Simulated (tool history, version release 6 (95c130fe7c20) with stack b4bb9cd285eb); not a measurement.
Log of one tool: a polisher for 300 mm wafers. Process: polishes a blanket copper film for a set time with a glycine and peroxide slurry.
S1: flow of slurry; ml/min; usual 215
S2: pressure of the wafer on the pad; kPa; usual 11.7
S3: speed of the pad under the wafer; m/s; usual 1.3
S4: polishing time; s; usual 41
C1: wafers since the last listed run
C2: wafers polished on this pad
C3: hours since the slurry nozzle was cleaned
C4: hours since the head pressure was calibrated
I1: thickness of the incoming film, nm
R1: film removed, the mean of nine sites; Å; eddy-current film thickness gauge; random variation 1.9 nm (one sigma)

{"run": 1, "day": 0.0, "S1": 215, "S2": 11.7, "S3": 1.02, "S4": 41, "C1": 0, "C2": 1191, "C3": 278.7, "C4": 129.6, "I1": 1897.4, "R1": 1758}
{"run": 2, "day": 3.096, "S1": 215, "S2": 11.7, "S3": 1.02, "S4": 41, "C1": 557, "C2": 1748, "C3": 353, "C4": 203.9, "I1": 1831.8, "R1": 1778}
{"day": 6.846, "done": "slurry nozzle cleaned"}
{"run": 3, "day": 7.488, "S1": 215, "S2": 11.7, "S3": 1.3, "S4": 41, "C1": 782, "C2": 2531, "C3": 15.4, "C4": 309.3, "I1": 1882.3, "R1": 2058}
{"day": 11.642, "done": "worn pad replaced by a new one"}
{"run": 4, "day": 19.312, "S1": 260, "S2": 11.7, "S3": 1.3, "S4": 41, "C1": 2098, "C2": 1380, "C3": 299.2, "C4": 593.1, "I1": 1864.5, "R1": 2136}
{"run": 5, "day": 21.133, "S1": 260, "S2": 11.7, "S3": 1.3, "S4": 41, "C1": 327, "C2": 1708, "C3": 342.9, "C4": 636.8, "I1": 1845.5, "R1": 2151}
{"day": 22.821, "done": "slurry nozzle cleaned"}
{"run": 6, "day": 23.779, "S1": 215, "S2": 11.7, "S3": 1.3, "S4": 41, "C1": 468, "C2": 2176, "C3": 23, "C4": 700.3, "I1": 1904.7, "R1": 2037}
{"run": 7, "day": 27.629, "S1": 215, "S2": 15.2, "S3": 1.3, "S4": 41, "C1": 692, "C2": 2869, "C3": 115.4, "C4": 792.7, "I1": 1862.2, "R1": 2480}
{"day": 28.812, "done": "worn pad replaced by a new one"}
{"run": 8, "day": 31.788, "S1": 215, "S2": 11.7, "S3": 1.3, "S4": 41, "C1": 718, "C2": 535, "C3": 215.2, "C4": 892.5, "I1": 1856.1, "R1": 2169}
{"day": 36.358, "done": "head pressure recalibrated"}
{"day": 39.225, "done": "slurry nozzle cleaned"}
{"run": 9, "day": 45.05, "S1": 215, "S2": 11.7, "S3": 1.3, "S4": 41, "C1": 2364, "C2": 2899, "C3": 139.8, "C4": 208.6, "I1": 1856.4, "R1": 2033}
{"day": 45.367, "done": "worn pad replaced by a new one"}
{"run": 10, "day": 46.779, "S1": 215, "S2": 11.7, "S3": 1.3, "S4": 41, "C1": 281, "C2": 254, "C3": 181.3, "C4": 250.1, "I1": 1870.6, "R1": 2146}
{"run": 11, "day": 50.071, "S1": 215, "S2": 11.7, "S3": 1.3, "S4": 41, "C1": 592, "C2": 846, "C3": 260.3, "C4": 329.1, "I1": 1865.7, "R1": 2148}

The next listed run, before its measurement:
{"run": 12, "day": 53.971, "S1": 215, "S2": 9.7, "S3": 1.3, "S4": 28, "C1": 701, "C2": 1548, "C3": 353.9, "C4": 422.7, "I1": 1906.8, "R1": "?"}

{"run 12": {"R1": 1239}}
Without the tool's hidden state the same run would have given R1 1261 Å.

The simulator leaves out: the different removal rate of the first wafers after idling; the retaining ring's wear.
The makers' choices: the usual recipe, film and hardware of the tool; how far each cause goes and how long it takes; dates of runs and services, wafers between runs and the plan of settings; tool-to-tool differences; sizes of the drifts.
